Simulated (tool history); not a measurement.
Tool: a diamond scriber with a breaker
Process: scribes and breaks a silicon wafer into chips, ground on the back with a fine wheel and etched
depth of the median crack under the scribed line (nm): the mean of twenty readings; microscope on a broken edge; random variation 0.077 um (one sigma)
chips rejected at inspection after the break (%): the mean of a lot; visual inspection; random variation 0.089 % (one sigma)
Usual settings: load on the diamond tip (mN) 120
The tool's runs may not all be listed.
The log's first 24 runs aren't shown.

run    hour  load on the diamond tip (mN)  wafers since the last listed run  hours since the diamond tip was replaced  hours since the load on the tip was calibrated  incoming depth of the damage left on the back of the incoming wafer, um  depth of the median crack under the scribed line (nm)  chips rejected at inspection after the break (%)
 25    1412                           137                               107                                     344.2                                           742.1                                                                     0.65                                                   7900                                              1.36
 26  1468.1                            91                               155                                     400.3                                           798.2                                                                     0.37                                                   5340                                             20.62
 27  1498.5                           144                                84                                     430.7                                           828.6                                                                     0.51                                                   8420                                              1.55
 28  1536.9                           147                               106                                     469.1                                             867                                                                     0.63                                                   8630                                              1.71
 29  1589.7                           130                               146                                     521.9                                           919.8                                                                     0.79                                                   7420                                              2.28
 30  1644.2                           148                               151                                     576.4                                           974.3                                                                     0.42                                                   8500                                               1.6
 31  1713.5                           141                               192                                     645.7                                          1043.6                                                                     0.42                                                   7990                                              1.49
 32  1766.6                           120                               147                                     698.8                                          1096.7                                                                     0.78                                                   6990                                               5.1
 33  1810.5                            89                               121                                     742.7                                          1140.6                                                                     0.45                                                   5110                                             29.03
 34    1840                           104                                81                                     772.2                                          1170.1                                                                     0.58                                                   6120                                             12.55
 35  1903.4                           142                               176                                     835.6                                          1233.5                                                                      0.4                                                   7940                                              1.37

Forecast each of these 3 alternatives for the next run:
  A  1904.1                            96                                 1                                     836.3                                          1234.2                                                                     0.49                                                      ?                                                 ?
  B  1904.1                           136                                 1                                     836.3                                          1234.2                                                                     0.49                                                      ?                                                 ?
  C  1904.1                           100                                 1                                     836.3                                          1234.2                                                                     0.49                                                      ?                                                 ?

run  depth of the median crack under the scribed line (nm)  chips rejected at inspection after the break (%)
  A                                                   5470                                             21.42
  B                                                   7630                                              1.79
  C                                                   5700                                             17.58
Without the tool's hidden state the same runs would have given:
run  depth of the median crack under the scribed line (nm)  chips rejected at inspection after the break (%)
  A                                                   6410                                              8.64
  B                                                   8950                                              3.46
  C                                                   6690                                              6.22

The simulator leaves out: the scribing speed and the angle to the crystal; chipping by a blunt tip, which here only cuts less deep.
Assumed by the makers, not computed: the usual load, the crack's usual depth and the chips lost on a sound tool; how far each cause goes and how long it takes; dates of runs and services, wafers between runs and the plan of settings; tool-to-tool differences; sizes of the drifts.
